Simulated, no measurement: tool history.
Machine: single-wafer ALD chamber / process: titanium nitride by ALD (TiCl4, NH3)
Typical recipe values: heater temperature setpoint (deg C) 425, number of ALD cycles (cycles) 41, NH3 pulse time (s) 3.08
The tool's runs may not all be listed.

| run | day | heater temperature setpoint (deg C) | number of ALD cycles (cycles) | NH3 pulse time (s) | wafers since the last listed run | hours since the last thermocouple change | hours since the showerhead was replaced | hours since the gauge calibration | read-back reference wafer on the same gauge, thickness_nm | mean film thickness on the monitor wafer (Å) |
|---|---|---|---|---|---|---|---|---|---|---|
| 1 | 0 | 425 | 41 | 3.08 | 0 | 1308.8 | 7105.8 | 279.2 | 0.961 | 8.33 |
| 2 | 1.942 | 425 | 41 | 3.08 | 245 | 1355.4 | 7152.4 | 325.8 | 0.962 | 8.33 |
| 3 | 5.104 | 425 | 41 | 3.08 | 399 | 1431.3 | 7228.3 | 401.7 | 0.962 | 8.34 |
| 4 | 10.488 | 425 | 41 | 3.08 | 680 | 1560.5 | 7357.5 | 530.9 | 0.963 | 8.31 |
| 5 | 14.704 | 436 | 41 | 3.08 | 532 | 1661.7 | 7458.7 | 632.1 | 0.964 | 8.35 |
| 6 | 17.838 | 436 | 41 | 3.08 | 395 | 1736.9 | 7533.9 | 707.3 | 0.964 | 8.33 |
| 7 | 21.092 | 436 | 41 | 3.08 | 411 | 1815 | 7612 | 785.4 | 0.966 | 8.35 |
| 8 | 24.908 | 425 | 41 | 3.08 | 482 | 1906.6 | 7703.6 | 877 | 0.966 | 8.38 |
|  | 27.296 | showerhead replaced |
| 9 | 28.371 | 425 | 41 | 3.08 | 395 | 1989.7 | 25.8 | 960.1 | 0.968 | 8.39 |
| 10 | 31.112 | 425 | 41 | 3.08 | 346 | 2055.5 | 91.6 | 1025.9 | 0.969 | 8.39 |
| 11 | 34.167 | 425 | 41 | 2.32 | 385 | 2128.8 | 164.9 | 1099.2 | 0.97 | 8.41 |
| 12 | 38.15 | 434 | 41 | 2.72 | 503 | 2224.4 | 260.5 | 1194.8 | 0.972 | 8.38 |
| 13 | 40.654 | 425 | 41 | 3.08 | 316 | 2284.5 | 320.6 | 1254.9 | 0.972 | 8.43 |
|  | 42.138 | gauge calibrated |
| 14 | 42.988 | 416 | 46 | 3.08 | 294 | 2340.5 | 376.6 | 20.4 | 0.96 | 9.3 |
|  | 43.688 | thermocouple changed; heater temperature recalibrated |
| 15 | 44.788 | 425 | 41 | 1.98 | 185 | 26.4 | 419.8 | 63.6 | 0.96 | 8.27 |
| 16 | 47.983 | 425 | 41 | 3.08 | 403 | 103.1 | 496.5 | 140.3 | 0.96 | 8.31 |
| 17 | 52.083 | 414 | 41 | 2.23 | 518 | 201.5 | 594.9 | 238.7 | 0.958 | 8.27 |
| 18 | 53.9 | 425 | 36 | 3.08 | 229 | 245.1 | 638.5 | 282.3 | 0.96 | 7.28 |
| 19 | 55.404 | 425 | 41 | 4.13 | 190 | 281.2 | 674.6 | 318.4 | 0.959 | 8.36 |

Alternative continuations, all from the tool just after run 19; predict every row:
| A | 55.425 | 425 | 41 | 3.08 | 2 | 281.7 | 675.1 | 318.9 | ? | ? |
| B | 55.425 | 429 | 47 | 3.72 | 2 | 281.7 | 675.1 | 318.9 | ? | ? |
| C | 55.425 | 417 | 48 | 3.08 | 2 | 281.7 | 675.1 | 318.9 | ? | ? |
| D | 55.425 | 437 | 49 | 3.08 | 2 | 281.7 | 675.1 | 318.9 | ? | ? |

| run | read-back reference wafer on the same gauge, thickness_nm | mean film thickness on the monitor wafer (Å) |
|---|---|---|
| A | 0.959 | 8.32 |
| B | 0.959 | 9.55 |
| C | 0.959 | 9.73 |
| D | 0.959 | 9.93 |
With no hidden state in the tool, these same runs would have given:
| run | mean film thickness on the monitor wafer (Å) |
|---|---|
| A | 8.33 |
| B | 9.57 |
| C | 9.74 |
| D | 9.94 |

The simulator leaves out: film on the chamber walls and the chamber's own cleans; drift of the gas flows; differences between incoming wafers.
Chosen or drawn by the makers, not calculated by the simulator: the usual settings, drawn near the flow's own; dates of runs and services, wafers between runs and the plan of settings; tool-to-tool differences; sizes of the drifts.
